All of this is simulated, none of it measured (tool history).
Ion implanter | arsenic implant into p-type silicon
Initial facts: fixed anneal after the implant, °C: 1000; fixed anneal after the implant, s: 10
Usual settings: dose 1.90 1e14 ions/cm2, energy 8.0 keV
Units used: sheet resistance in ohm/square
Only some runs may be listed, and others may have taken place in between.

| run | hour | dose | energy | wafers since the last listed run | hours since the last dose calibration | hours since the extraction supply was calibrated | hours since the gauge calibration | read-back reference wafer on the same gauge, sheet resistance | sheet resistance |
|---|---|---|---|---|---|---|---|---|---|
| 1 | 0.0 | 1.70 | 10.0 | 0 | 1566.0 | 6102.9 | 90.4 | 393.89 | 470.09 |
| 2 | 18.6 | 1.70 | 10.0 | 288 | 1584.6 | 6121.5 | 109.0 | 393.08 | 466.10 |
| 3 | 36.3 | 1.90 | 8.0 | 274 | 1602.3 | 6139.2 | 126.7 | 392.84 | 441.71 |
| 4 | 68.0 | 1.90 | 8.0 | 492 | 1634.0 | 6170.9 | 158.4 | 392.40 | 445.73 |
| 5 | 101.5 | 1.90 | 8.0 | 520 | 1667.5 | 6204.4 | 191.9 | 393.13 | 445.46 |
| 6 | 134.6 | 1.90 | 8.0 | 514 | 1700.6 | 6237.5 | 225.0 | 392.40 | 441.33 |
|  | 152.6 | extraction supply calibrated |
| 7 | 163.9 | 1.90 | 8.0 | 330 | 1729.9 | 11.3 | 254.3 | 393.40 | 442.67 |
| 8 | 188.1 | 1.90 | 10.0 | 375 | 1754.1 | 35.5 | 278.5 | 393.64 | 433.51 |
| 9 | 216.9 | 1.90 | 9.0 | 447 | 1782.9 | 64.3 | 307.3 | 393.79 | 432.20 |
| 10 | 243.9 | 1.35 | 9.5 | 419 | 1809.9 | 91.3 | 334.3 | 392.60 | 557.04 |
|  | 262.8 | Faraday cup replaced and dose calibrated |
| 11 | 263.3 | 1.39 | 10.5 | 177 | 0.5 | 110.7 | 353.7 | 393.59 | 545.00 |
| 12 | 273.8 | 2.11 | 10.5 | 163 | 11.0 | 121.2 | 364.2 | 392.45 | 398.18 |
|  | 285.7 | gauge calibrated |
| 13 | 291.5 | 1.90 | 8.0 | 274 | 28.7 | 138.9 | 5.8 | 392.40 | 442.76 |
| 14 | 306.2 | 1.90 | 8.0 | 228 | 43.4 | 153.6 | 20.5 | 391.94 | 440.96 |
| 15 | 335.7 | 1.57 | 8.0 | 458 | 72.9 | 183.1 | 50.0 | 392.87 | 516.86 |
| 16 | 363.0 | 2.38 | 8.0 | 424 | 100.2 | 210.4 | 77.3 | 393.75 | 374.26 |
| 17 | 380.1 | 1.90 | 6.0 | 265 | 117.3 | 227.5 | 94.4 | 393.20 | 458.06 |
| 18 | 397.1 | 1.48 | 8.0 | 264 | 134.3 | 244.5 | 111.4 | 393.25 | 531.22 |

Entry by entry between the runs, the difference in hidden state between the last listed run before and the first listed run after:
Runs 6 to 7: extraction supply calibrated (hour 152.6)
  nothing in the hidden state changes from one run to the other
Runs 10 to 11: Faraday cup replaced and dose calibrated (hour 262.8)
  nothing in the hidden state changes from one run to the other
Runs 12 to 13: gauge calibrated (hour 285.7)
  nothing in the hidden state changes from one run to the other
